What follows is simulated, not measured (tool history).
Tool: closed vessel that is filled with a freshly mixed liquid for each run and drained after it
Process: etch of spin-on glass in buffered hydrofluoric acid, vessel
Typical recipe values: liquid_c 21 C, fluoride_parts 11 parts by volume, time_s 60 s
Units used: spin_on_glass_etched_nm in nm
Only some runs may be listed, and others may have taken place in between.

| run | hour | liquid_c | fluoride_parts | time_s | wafers since the last listed run | hours since the thermometer was replaced | hours since the hydrofluoric acid flow meter was replaced | hours since the gauge calibration | read-back film thickness of the spin-on glass reference wafer, read on the same gauge (nm) | spin_on_glass_etched_nm |
|---|---|---|---|---|---|---|---|---|---|---|
| 1 | 0 | 21 | 11 | 60 | 0 | 558 | 1742.3 | 462.9 | 100 | 135.76 |
| 2 | 28.9 | 21 | 11 | 60 | 3321 | 586.9 | 1771.2 | 491.8 | 99.99 | 134.19 |
| 3 | 58 | 21 | 11 | 60 | 3344 | 616 | 1800.3 | 520.9 | 100 | 134.33 |
| 4 | 85.4 | 21 | 11 | 60 | 3148 | 643.4 | 1827.7 | 548.3 | 100.01 | 135.51 |
| 5 | 101.2 | 21 | 11 | 60 | 1815 | 659.2 | 1843.5 | 564.1 | 100.01 | 137.31 |
| 6 | 121.1 | 21 | 11 | 60 | 2287 | 679.1 | 1863.4 | 584 | 99.97 | 137.07 |
| 7 | 156.2 | 21 | 11 | 60 | 4033 | 714.2 | 1898.5 | 619.1 | 100.01 | 136.38 |
| 8 | 182.9 | 21 | 11 | 60 | 3068 | 740.9 | 1925.2 | 645.8 | 99.96 | 138.82 |
| 9 | 195.1 | 21 | 11 | 60 | 1402 | 753.1 | 1937.4 | 658 | 99.99 | 136.9 |
| 10 | 218.6 | 21 | 11 | 60 | 2700 | 776.6 | 1960.9 | 681.5 | 99.96 | 135.91 |
| 11 | 237.6 | 21 | 11 | 60 | 2183 | 795.6 | 1979.9 | 700.5 | 99.99 | 135.9 |
| 12 | 250.3 | 19.5 | 9.5 | 45 | 1459 | 808.3 | 1992.6 | 713.2 | 99.96 | 107.18 |
| 13 | 271.5 | 24 | 9.5 | 60 | 2436 | 829.5 | 2013.8 | 734.4 | 100 | 183.74 |
|  | 279.6 | thermometer replaced |
| 14 | 291.4 | 25.5 | 11 | 60 | 2172 | 11.8 | 2033.7 | 754.3 | 100 | 177.11 |
| 15 | 321.4 | 21 | 11 | 60 | 3447 | 41.8 | 2063.7 | 784.3 | 100.01 | 138.09 |
|  | 322.7 | hydrofluoric acid flow meter replaced |
| 16 | 337 | 21 | 11 | 60 | 1677 | 57.4 | 14.3 | 799.9 | 100.01 | 127.07 |
| 17 | 354.4 | 24 | 11 | 80 | 1999 | 74.8 | 31.7 | 817.3 | 100.01 | 199.98 |
| 18 | 374.1 | 21 | 11 | 75 | 2264 | 94.5 | 51.4 | 837 | 100.02 | 158.57 |
| 19 | 405.6 | 17 | 9 | 35 | 3620 | 126 | 82.9 | 868.5 | 100 | 69.06 |
| 20 | 425.5 | 25 | 8 | 70 | 2287 | 145.9 | 102.8 | 888.4 | 100.02 | 241.47 |
|  | 440.4 | gauge calibrated |
| 21 | 444.1 | 24.5 | 9.5 | 60 | 2137 | 164.5 | 121.4 | 3.7 | 100.01 | 172.42 |
| 22 | 463.9 | 21 | 11 | 40 | 2275 | 184.3 | 141.2 | 23.5 | 99.96 | 84.44 |
| 23 | 495.3 | 17 | 14 | 80 | 3608 | 215.7 | 172.6 | 54.9 | 99.98 | 105.98 |
| 24 | 531.2 | 21 | 11 | 30 | 4125 | 251.6 | 208.5 | 90.8 | 100.01 | 64.17 |
| 25 | 547.2 | 24 | 11 | 60 | 1838 | 267.6 | 224.5 | 106.8 | 100.05 | 149.54 |
| 26 | 561.6 | 21 | 11 | 35 | 1654 | 282 | 238.9 | 121.2 | 100.04 | 74.06 |
| 27 | 577.5 | 21 | 11 | 60 | 1827 | 297.9 | 254.8 | 137.1 | 100.04 | 127.72 |
| 28 | 607.2 | 21 | 11 | 60 | 3413 | 327.6 | 284.5 | 166.8 | 99.98 | 126.12 |
| 29 | 635.4 | 21 | 14.5 | 40 | 3240 | 355.8 | 312.7 | 195 | 100.03 | 64.34 |
| 30 | 665.4 | 21 | 11 | 60 | 3447 | 385.8 | 342.7 | 225 | 99.96 | 127.13 |
| 31 | 699.9 | 25 | 8.5 | 85 | 3964 | 420.3 | 377.2 | 259.5 | 100.04 | 287.23 |
| 32 | 717.3 | 23 | 13 | 60 | 1999 | 437.7 | 394.6 | 276.9 | 100.02 | 121.3 |

How would selected steps in spin_on_glass_etched_nm from run to run divide? Give the signed amount a tool lacking its hidden state would still show from settings, what came in and random variation, and the signed amount left for the hidden state, including any gauge scatter that is not in both of the compared results.
Hidden conditions of the tool in this case: liquid colder than its thermometer reads (K); hydrofluoric acid flow above the setpoint (%); gauge reads high (%).
Run 12 -> 13: liquid_c 19.5 -> 24, time_s 45 -> 60. spin_on_glass_etched_nm +76.56 nm: hidden state +7.22, all else +69.34.
Run 15 -> 16: hydrofluoric acid flow meter replaced. spin_on_glass_etched_nm -11.02 nm: hidden state -12.35, all else +1.33.
Run 19 -> 20: liquid_c 17 -> 25, fluoride_parts 9 -> 8, time_s 35 -> 70. spin_on_glass_etched_nm +172.41 nm: hidden state +3.22, all else +169.19.
Run 30 -> 31: liquid_c 21 -> 25, fluoride_parts 11 -> 8.5, time_s 60 -> 85. spin_on_glass_etched_nm +160.1 nm: hidden state +6.21, all else +153.89.
Run 31 -> 32: liquid_c 25 -> 23, fluoride_parts 8.5 -> 13, time_s 85 -> 60. spin_on_glass_etched_nm -165.93 nm: hidden state -6.03, all else -159.9.

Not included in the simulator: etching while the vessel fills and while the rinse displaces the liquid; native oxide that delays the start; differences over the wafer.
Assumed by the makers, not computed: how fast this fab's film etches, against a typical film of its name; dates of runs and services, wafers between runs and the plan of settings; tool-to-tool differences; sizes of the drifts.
